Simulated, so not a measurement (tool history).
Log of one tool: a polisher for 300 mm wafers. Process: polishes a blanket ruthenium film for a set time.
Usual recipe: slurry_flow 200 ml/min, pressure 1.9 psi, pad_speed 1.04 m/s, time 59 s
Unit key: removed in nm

run	hour	slurry_flow	pressure	pad_speed	time	wafers since the last listed run	wafers polished on this pad	hours since the slurry nozzle was cleaned	hours since the head pressure was calibrated	incoming thickness of the incoming film, nm	removed
1	0.0	200	1.9	0.90	59	0	1099	15.2	800.6	595.0	59.9
2	29.2	200	1.9	0.90	59	276	1375	44.4	829.8	594.5	59.1
3	58.3	200	1.9	1.04	59	275	1651	73.5	858.9	589.5	66.9
4	87.2	200	1.9	1.04	59	273	1924	102.4	887.8	593.3	65.8
5	138.3	200	2.3	1.04	59	483	2408	153.5	938.9	590.6	80.3
6	209.2	255	1.9	1.04	59	671	3079	224.4	1009.8	587.2	68.2
# hour 216.5: worn pad replaced by a new one
7	269.9	225	1.9	1.22	59	536	505	285.1	1070.5	577.1	75.9
8	336.5	225	1.9	1.22	59	630	1135	351.7	1137.1	585.7	76.0
9	460.8	160	1.9	1.04	59	1176	2312	476.0	1261.4	592.4	59.3
10	516.2	200	1.9	1.04	59	524	2836	531.4	1316.8	590.2	61.2
# hour 568.3: worn pad replaced by a new one
# hour 568.3: slurry nozzle cleaned
11	582.5	200	1.9	1.04	59	589	134	14.2	1383.1	592.9	67.5
12	622.5	200	1.9	1.04	59	378	512	54.2	1423.1	598.1	68.2
13	652.3	200	1.9	1.04	59	282	794	84.0	1452.9	586.9	67.9
# hour 698.6: head pressure recalibrated
14	711.5	200	1.9	1.04	59	541	1336	143.2	12.9	592.1	64.3
15	753.6	200	1.9	0.82	66	398	1734	185.3	55.0	592.2	59.8
16	824.8	200	1.9	0.90	59	673	2408	256.5	126.2	595.7	56.8
# hour 864.1: worn pad replaced by a new one
17	1021.3	200	2.2	1.30	59	1822	1488	453.0	322.7	588.4	84.9
18	1091.6	260	1.9	1.04	59	665	2153	523.3	393.0	587.9	61.7
19	1131.1	200	1.9	1.04	59	373	2527	562.8	432.5	584.1	57.2
# hour 1139.3: slurry nozzle cleaned
20	1165.1	200	2.5	0.72	71	312	2839	25.8	466.5	587.7	77.6
# hour 1179.3: worn pad replaced by a new one
21	1192.5	200	2.2	1.30	59	221	125	53.2	493.9	589.9	89.1
22	1259.6	200	1.9	0.74	59	635	760	120.3	561.0	597.8	50.5
23	1318.9	200	1.9	1.22	59	561	1321	179.6	620.3	591.7	72.6
24	1384.5	200	1.9	0.90	59	620	1942	245.2	685.9	589.5	58.0
25	1437.6	225	1.6	1.14	45	502	2445	298.3	739.0	587.9	44.8
# hour 1493.1: worn pad replaced by a new one
26	1493.6	235	1.6	1.30	43	492	5	354.3	795.0	598.2	47.3
27	1544.2	200	1.9	0.92	59	478	484	404.9	845.6	596.2	56.7
28	1607.4	245	1.9	1.04	59	598	1082	468.1	908.8	589.1	63.4

Each row is a separate what-if for the run after 28, all from the same tool condition, not one after another. Results?
A	1607.8	200	1.9	1.04	74	3	1086	468.5	909.2	587.0	?
B	1607.8	150	1.9	1.34	40	3	1086	468.5	909.2	587.0	?
C	1607.8	150	1.2	0.76	46	3	1086	468.5	909.2	587.0	?
D	1607.8	235	2.5	1.04	59	3	1086	468.5	909.2	587.0	?
E	1607.8	200	1.9	1.28	59	3	1086	468.5	909.2	587.0	?

run	removed
A	76.9
B	46.8
C	22.2
D	83.6
E	72.1
The same runs, with their run-to-run variation unchanged, on a tool lacking any hidden condition would have given:
run	removed
A	79.9
B	50.1
C	23.8
D	85.6
E	74.8
